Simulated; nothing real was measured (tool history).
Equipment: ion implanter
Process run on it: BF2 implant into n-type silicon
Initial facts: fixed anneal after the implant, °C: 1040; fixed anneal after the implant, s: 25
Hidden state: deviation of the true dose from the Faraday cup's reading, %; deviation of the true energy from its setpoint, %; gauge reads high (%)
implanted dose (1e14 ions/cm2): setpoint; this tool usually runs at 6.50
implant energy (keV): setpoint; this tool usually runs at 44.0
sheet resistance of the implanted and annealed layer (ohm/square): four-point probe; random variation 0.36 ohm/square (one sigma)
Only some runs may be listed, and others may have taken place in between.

run	hour	implanted dose (1e14 ions/cm2)	implant energy (keV)	wafers since the last listed run	hours since the last dose calibration	hours since the extraction supply was calibrated	hours since the gauge calibration	read-back reference wafer on the same gauge, sheet resistance	sheet resistance of the implanted and annealed layer (ohm/square)
1	0.0	6.50	44.0	0	844.3	4876.7	95.1	185.85	180.40
2	15.1	6.50	44.0	137	859.4	4891.8	110.2	185.93	180.27
3	32.3	6.50	44.0	156	876.6	4909.0	127.4	186.05	180.44
4	48.7	6.50	44.0	149	893.0	4925.4	143.8	186.04	181.36
5	67.6	6.50	44.0	171	911.9	4944.3	162.7	185.99	180.82
6	86.2	6.50	44.0	169	930.5	4962.9	181.3	185.89	181.00
7	99.2	6.50	34.0	118	943.5	4975.9	194.3	185.99	185.10
8	107.9	6.50	34.0	79	952.2	4984.6	203.0	185.95	185.24
# hour 124.6: Faraday cup replaced and dose calibrated
9	125.4	6.10	48.5	86	0.8	5002.1	220.5	186.06	184.45
# hour 138.4: extraction supply calibrated
10	138.9	6.10	48.5	50	14.3	0.5	234.0	186.04	184.47
11	148.6	6.10	48.5	88	24.0	10.2	243.7	186.04	185.12
12	154.9	5.09	44.0	57	30.3	16.5	250.0	186.00	218.62
13	167.7	6.50	44.0	116	43.1	29.3	262.8	185.98	176.12
14	173.7	6.50	44.0	54	49.1	35.3	268.8	185.93	176.59
15	180.9	6.50	54.5	65	56.3	42.5	276.0	185.93	172.98
16	192.1	6.50	30.0	101	67.5	53.7	287.2	185.98	183.46
17	209.3	6.50	44.0	156	84.7	70.9	304.4	185.94	176.75
18	215.7	6.50	44.0	58	91.1	77.3	310.8	186.13	176.90
19	226.0	6.50	44.0	93	101.4	87.6	321.1	186.20	176.49
20	238.1	6.10	48.5	110	113.5	99.7	333.2	185.94	185.66
21	260.5	5.64	40.0	203	135.9	122.1	355.6	185.86	202.26
22	275.9	8.15	35.5	140	151.3	137.5	371.0	185.98	148.51
23	284.1	7.75	44.0	74	159.5	145.7	379.2	185.97	151.11
24	299.1	4.86	34.0	136	174.5	160.7	394.2	185.91	232.93
25	310.8	5.93	35.5	106	186.2	172.4	405.9	185.86	194.68
# hour 312.3: gauge calibrated
26	325.2	4.71	51.5	131	200.6	186.8	12.9	186.02	230.83
27	339.5	4.80	59.0	130	214.9	201.1	27.2	185.99	224.71
28	353.9	5.24	53.0	131	229.3	215.5	41.6	185.97	211.36
29	369.6	5.99	51.0	142	245.0	231.2	57.3	186.11	188.22

Predict the results of run 30:
30	377.1	5.08	31.0	68	252.5	238.7	64.8	?	?

Run 30 yielded read-back reference wafer on the same gauge, sheet resistance 185.90, sheet resistance of the implanted and annealed layer (ohm/square) 226.10.
With the hidden condition absent and the run-to-run variation left alone, this run would have shown sheet resistance of the implanted and annealed layer (ohm/square) 224.32.

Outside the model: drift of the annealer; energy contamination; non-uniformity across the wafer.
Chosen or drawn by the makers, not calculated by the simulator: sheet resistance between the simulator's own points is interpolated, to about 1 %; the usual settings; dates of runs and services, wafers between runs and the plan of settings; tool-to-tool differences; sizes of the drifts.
